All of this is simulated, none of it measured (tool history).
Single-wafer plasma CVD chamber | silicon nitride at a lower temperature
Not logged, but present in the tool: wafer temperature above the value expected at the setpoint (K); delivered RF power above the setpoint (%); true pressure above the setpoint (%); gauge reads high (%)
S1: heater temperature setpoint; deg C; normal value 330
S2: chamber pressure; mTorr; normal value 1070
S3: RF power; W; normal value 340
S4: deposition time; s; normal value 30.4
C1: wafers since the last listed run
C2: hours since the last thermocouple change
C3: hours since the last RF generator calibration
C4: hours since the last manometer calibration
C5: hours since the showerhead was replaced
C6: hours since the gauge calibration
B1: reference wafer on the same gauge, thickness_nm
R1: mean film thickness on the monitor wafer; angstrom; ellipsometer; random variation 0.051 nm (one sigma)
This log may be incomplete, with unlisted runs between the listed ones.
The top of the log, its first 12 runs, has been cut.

At hour 125.5: showerhead replaced.
Run 13, hour 131.5: usual settings; C1 190; C2 1631.5; C3 2275.8; C4 40.6; C5 6; C6 156.2; B1 36.107. Result: R1 314.88 angstrom.
At hour 142.9: RF generator calibrated.
Run 14, hour 144.7: usual settings but S1 322 deg C, S2 950 mTorr, S3 365 W, S4 32.8 s; C1 100; C2 1644.7; C3 1.8; C4 53.8; C5 19.2; C6 169.4; B1 36.102. Result: R1 383.19 angstrom.
Run 15, hour 152.4: usual settings; C1 148; C2 1652.4; C3 9.5; C4 61.5; C5 26.9; C6 177.1; B1 36.092. Result: R1 339.05 angstrom.
Run 16, hour 161.4: usual settings but S4 26 s; C1 173; C2 1661.4; C3 18.5; C4 70.5; C5 35.9; C6 186.1; B1 36.103. Result: R1 289.77 angstrom.
At hour 175.2: thermocouple changed; heater temperature recalibrated.
Run 17, hour 176.3: usual settings but S1 325 deg C, S2 1140 mTorr, S3 275 W, S4 27.6 s; C1 132; C2 1.1; C3 33.4; C4 85.4; C5 50.8; C6 201; B1 36.102. Result: R1 247.8 angstrom.
Run 18, hour 184.8: usual settings; C1 163; C2 9.6; C3 41.9; C4 93.9; C5 59.3; C6 209.5; B1 36.075. Result: R1 339.29 angstrom.
Run 19, hour 196.7: usual settings but S1 342 deg C, S3 400 W; C1 228; C2 21.5; C3 53.8; C4 105.8; C5 71.2; C6 221.4; B1 36.114. Result: R1 390.94 angstrom.
Run 20, hour 205.9: usual settings but S2 880 mTorr, S3 390 W; C1 176; C2 30.7; C3 63; C4 115; C5 80.4; C6 230.6; B1 36.101. Result: R1 370.54 angstrom.
Run 21, hour 213.9: usual settings but S2 900 mTorr, S4 25.1 s; C1 153; C2 38.7; C3 71; C4 123; C5 88.4; C6 238.6; B1 36.122. Result: R1 269.96 angstrom.
At hour 231.6: gauge calibrated.
Run 22, hour 231.7: usual settings but S3 320 W; C1 342; C2 56.5; C3 88.8; C4 140.8; C5 106.2; C6 0.1; B1 36.106. Result: R1 317.4 angstrom.
Run 23, hour 246.3: usual settings but S1 335 deg C, S2 1220 mTorr, S3 390 W, S4 27.6 s; C1 280; C2 71.1; C3 103.4; C4 155.4; C5 120.8; C6 14.7; B1 36.115. Result: R1 357.13 angstrom.
Run 24, hour 259.2: usual settings; C1 248; C2 84; C3 116.3; C4 168.3; C5 133.7; C6 27.6; B1 36.113. Result: R1 338.93 angstrom.
Run 25, hour 268.3: usual settings but S1 335 deg C, S2 1160 mTorr; C1 175; C2 93.1; C3 125.4; C4 177.4; C5 142.8; C6 36.7; B1 36.105. Result: R1 342.78 angstrom.
Run 26, hour 279.2: usual settings but S3 295 W; C1 209; C2 104; C3 136.3; C4 188.3; C5 153.7; C6 47.6; B1 36.108. Result: R1 290.34 angstrom.
Run 27, hour 291.2: usual settings; C1 230; C2 116; C3 148.3; C4 200.3; C5 165.7; C6 59.6; B1 36.1. Result: R1 337.51 angstrom.
Run 28, hour 301.9: usual settings; C1 205; C2 126.7; C3 159; C4 211; C5 176.4; C6 70.3; B1 36.118. Result: R1 338.21 angstrom.
Run 29, hour 311.9: usual settings but S1 318 deg C, S3 395 W, S4 25.5 s; C1 192; C2 136.7; C3 169; C4 221; C5 186.4; C6 80.3; B1 36.101. Result: R1 326.09 angstrom.
Run 30, hour 323.6: usual settings; C1 225; C2 148.4; C3 180.7; C4 232.7; C5 198.1; C6 92; B1 36.112. Result: R1 337.71 angstrom.

Consider 3 possible next runs. They are alternatives, not a sequence: every one starts from the tool as it was left by run 30. What does each give?
Run A, hour 324: usual settings; C1 7; C2 148.8; C3 181.1; C4 233.1; C5 198.5; C6 92.4; B1 ?. Result: R1 ?.
Run B, hour 324: usual settings but S2 1310 mTorr; C1 7; C2 148.8; C3 181.1; C4 233.1; C5 198.5; C6 92.4; B1 ?. Result: R1 ?.
Run C, hour 324: usual settings but S1 319 deg C, S3 275 W; C1 7; C2 148.8; C3 181.1; C4 233.1; C5 198.5; C6 92.4; B1 ?. Result: R1 ?.

run      B1      R1
  A  36.107  337.21
  B  36.107  352.02
  C  36.107  267.66
What these runs would have given with no unlogged condition in the tool:
run      R1
  A  341.13
  B  356.11
  C   271.1

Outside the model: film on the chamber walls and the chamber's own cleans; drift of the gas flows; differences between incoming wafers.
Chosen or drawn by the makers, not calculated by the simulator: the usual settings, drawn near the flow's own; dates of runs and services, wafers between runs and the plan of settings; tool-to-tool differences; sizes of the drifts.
